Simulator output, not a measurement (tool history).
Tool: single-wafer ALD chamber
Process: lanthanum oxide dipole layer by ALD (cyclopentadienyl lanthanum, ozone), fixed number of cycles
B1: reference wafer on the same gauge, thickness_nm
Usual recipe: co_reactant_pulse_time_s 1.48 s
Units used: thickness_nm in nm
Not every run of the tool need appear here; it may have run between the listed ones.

run 1 day=0.000 | co_reactant_pulse_time_s=1.48 | B1=0.462 | thickness_nm=0.544
run 2 day=1.021 | co_reactant_pulse_time_s=1.48 | B1=0.462 | thickness_nm=0.544
run 3 day=2.071 | co_reactant_pulse_time_s=1.83 | B1=0.462 | thickness_nm=0.556
run 4 day=3.100 | co_reactant_pulse_time_s=1.83 | B1=0.462 | thickness_nm=0.554
run 5 day=3.688 | co_reactant_pulse_time_s=1.48 | B1=0.462 | thickness_nm=0.542
run 6 day=4.554 | co_reactant_pulse_time_s=1.48 | B1=0.462 | thickness_nm=0.539
run 7 day=5.933 | co_reactant_pulse_time_s=1.48 | B1=0.462 | thickness_nm=0.540
-- day=6.675 gauge calibrated
run 8 day=7.138 | co_reactant_pulse_time_s=1.48 | B1=0.462 | thickness_nm=0.542
run 9 day=8.625 | co_reactant_pulse_time_s=1.06 | B1=0.462 | thickness_nm=0.511
run 10 day=9.729 | co_reactant_pulse_time_s=1.06 | B1=0.462 | thickness_nm=0.511
run 11 day=10.733 | co_reactant_pulse_time_s=1.48 | B1=0.462 | thickness_nm=0.537
run 12 day=12.146 | co_reactant_pulse_time_s=1.48 | B1=0.462 | thickness_nm=0.538
run 13 day=13.092 | co_reactant_pulse_time_s=1.75 | B1=0.462 | thickness_nm=0.551
run 14 day=14.554 | co_reactant_pulse_time_s=1.75 | B1=0.461 | thickness_nm=0.550
run 15 day=15.358 | co_reactant_pulse_time_s=1.75 | B1=0.462 | thickness_nm=0.548
run 16 day=16.488 | co_reactant_pulse_time_s=1.48 | B1=0.462 | thickness_nm=0.538
run 17 day=17.683 | co_reactant_pulse_time_s=0.90 | B1=0.462 | thickness_nm=0.492
run 18 day=18.392 | co_reactant_pulse_time_s=1.74 | B1=0.462 | thickness_nm=0.548
run 19 day=19.554 | co_reactant_pulse_time_s=0.91 | B1=0.462 | thickness_nm=0.489
run 20 day=20.062 | co_reactant_pulse_time_s=1.48 | B1=0.462 | thickness_nm=0.535
run 21 day=21.488 | co_reactant_pulse_time_s=1.23 | B1=0.462 | thickness_nm=0.515
-- day=22.229 showerhead replaced
run 22 day=22.854 | co_reactant_pulse_time_s=1.29 | B1=0.462 | thickness_nm=0.521
run 23 day=23.733 | co_reactant_pulse_time_s=1.48 | B1=0.462 | thickness_nm=0.533
-- day=24.167 thermocouple changed; heater temperature recalibrated
run 24 day=24.379 | co_reactant_pulse_time_s=1.48 | B1=0.462 | thickness_nm=0.533
-- day=25.508 ozone generator serviced
run 25 day=25.671 | co_reactant_pulse_time_s=1.48 | B1=0.462 | thickness_nm=0.564
run 26 day=26.671 | co_reactant_pulse_time_s=2.01 | B1=0.463 | thickness_nm=0.576
-- day=27.296 gauge calibrated
run 27 day=28.029 | co_reactant_pulse_time_s=1.19 | B1=0.462 | thickness_nm=0.548
run 28 day=28.825 | co_reactant_pulse_time_s=0.93 | B1=0.462 | thickness_nm=0.533
run 29 day=29.688 | co_reactant_pulse_time_s=1.48 | B1=0.462 | thickness_nm=0.563
run 30 day=34.108 | co_reactant_pulse_time_s=1.80 | B1=0.462 | thickness_nm=0.568
run 31 day=35.212 | co_reactant_pulse_time_s=1.79 | B1=0.462 | thickness_nm=0.568

The tool's hidden state at each run:
wafer temperature above the value expected at the setpoint (K): 0 on each run
gauge reads high (%): 0 on each run
H1: ozone dose above that of a generator just serviced (%)
run=1 H1=-29.4
run=2 H1=-29.9
run=3 H1=-30.5
run=4 H1=-31.1
run=5 H1=-31.4
run=6 H1=-31.9
run=7 H1=-32.7
run=8 H1=-33.4
run=9 H1=-34.2
run=10 H1=-34.8
run=11 H1=-35.4
run=12 H1=-36.2
run=13 H1=-36.7
run=14 H1=-37.5
run=15 H1=-38
run=16 H1=-38.6
run=17 H1=-39.2
run=18 H1=-39.6
run=19 H1=-40.3
run=20 H1=-40.6
run=21 H1=-41.4
run=22 H1=-42.1
run=23 H1=-42.6
run=24 H1=-43
run=25 H1=-4.31
run=26 H1=-4.87
run=27 H1=-5.63
run=28 H1=-6.07
run=29 H1=-6.55
run=30 H1=-9.02
run=31 H1=-9.64
